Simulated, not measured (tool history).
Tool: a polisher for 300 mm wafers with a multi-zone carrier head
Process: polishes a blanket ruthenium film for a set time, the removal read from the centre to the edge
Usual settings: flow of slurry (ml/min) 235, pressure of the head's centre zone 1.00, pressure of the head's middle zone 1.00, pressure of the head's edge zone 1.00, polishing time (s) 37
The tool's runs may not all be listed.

run   hour  flow of slurry (ml/min)  pressure of the head's centre zone  pressure of the head's middle zone  pressure of the head's edge zone  polishing time (s)  wafers since the last listed run  wafers polished on this pad  hours since the slurry nozzle was cleaned  hours since the centre zone pressure was calibrated  hours since the edge zone pressure was calibrated  hours since the carrier head's membrane was replaced  incoming thickness of the incoming film, nm  film removed at the wafer's centre (angstrom)  film removed at mid-radius (angstrom)  film removed at the wafer's edge (angstrom)
  1    0.0                      235                                1.00                                1.00                              1.00                  37                                 0                          725                                      813.2                                               1545.1                                              636.7                                                 571.0                                        359.5                                            376                                    376                                          370
  2    8.6                      235                                1.00                                1.00                              1.00                  37                               112                          837                                      821.8                                               1553.7                                              645.3                                                 579.6                                        357.8                                            377                                    375                                          366
  3   19.4                      235                                1.00                                1.00                              1.00                  37                               140                          978                                      832.6                                               1564.5                                              656.1                                                 590.4                                        353.2                                            372                                    370                                          361
  4   32.2                      235                                1.00                                1.00                              1.00                  37                               166                         1144                                      845.4                                               1577.3                                              668.9                                                 603.2                                        362.6                                            375                                    370                                          361
  5   42.6                      235                                1.00                                1.00                              1.00                  37                               135                         1280                                      855.8                                               1587.7                                              679.3                                                 613.6                                        354.9                                            369                                    365                                          366
  6   48.7                      235                                1.00                                1.00                              1.00                  37                                79                         1360                                      861.9                                               1593.8                                              685.4                                                 619.7                                        365.0                                            369                                    365                                          365
      59.4  -- carrier head's membrane replaced by a new one
      62.6  -- worn pad replaced by a new one
      64.1  -- centre zone pressure recalibrated
  7   64.6                      235                                1.00                                1.00                              1.00                  37                                80                            6                                      877.8                                                  0.5                                              701.3                                                   5.2                                        361.7                                            377                                    381                                          370
      69.3  -- edge zone pressure recalibrated
      69.4  -- slurry nozzle cleaned
  8   75.1                      235                                1.06                                0.93                              1.00                  42                               108                          115                                        5.7                                                 11.0                                                5.8                                                  15.7                                        354.9                                            457                                    406                                          420
  9   90.3                      235                                1.07                                1.00                              1.00                  27                               198                          313                                       20.9                                                 26.2                                               21.0                                                  30.9                                        361.6                                            292                                    275                                          270
 10  107.7                      205                                1.00                                0.97                              1.05                  27                               226                          540                                       38.3                                                 43.6                                               38.4                                                  48.3                                        363.8                                            270                                    263                                          272
 11  122.0                      235                                1.00                                1.00                              1.00                  37                               186                          726                                       52.6                                                 57.9                                               52.7                                                  62.6                                        360.5                                            375                                    375                                          366
 12  131.3                      275                                1.00                                1.00                              1.00                  37                               121                          847                                       61.9                                                 67.2                                               62.0                                                  71.9                                        359.0                                            383                                    374                                          384
 13  145.7                      235                                1.06                                1.07                              1.00                  37                               187                         1035                                       76.3                                                 81.6                                               76.4                                                  86.3                                        357.8                                            391                                    380                                          357
 14  157.7                      275                                1.00                                1.07                              1.04                  47                               156                         1192                                       88.3                                                 93.6                                               88.4                                                  98.3                                        359.4                                            478                                    500                                          483
 15  169.6                      235                                1.00                                1.00                              1.00                  37                               155                         1347                                      100.2                                                105.5                                              100.3                                                 110.2                                        357.8                                            368                                    367                                          359

Forecast each of these 3 alternatives for the next run:
  A  170.0                      235                                1.00                                1.00                              1.00                  37                                 5                         1352                                      100.6                                                105.9                                              100.7                                                 110.6                                        359.0                                              ?                                      ?                                            ?
  B  170.0                      235                                1.00                                1.09                              1.00                  28                                 5                         1352                                      100.6                                                105.9                                              100.7                                                 110.6                                        359.0                                              ?                                      ?                                            ?
  C  170.0                      235                                0.94                                1.00                              1.00                  29                                 5                         1352                                      100.6                                                105.9                                              100.7                                                 110.6                                        359.0                                              ?                                      ?                                            ?

run  film removed at the wafer's centre (angstrom)  film removed at mid-radius (angstrom)  film removed at the wafer's edge (angstrom)
  A                                            366                                    359                                          363
  B                                            277                                    291                                          274
  C                                            269                                    282                                          284
Without the tool's hidden state the same runs would have given:
run  film removed at the wafer's centre (angstrom)  film removed at mid-radius (angstrom)  film removed at the wafer's edge (angstrom)
  A                                            378                                    371                                          375
  B                                            286                                    301                                          284
  C                                            278                                    291                                          294
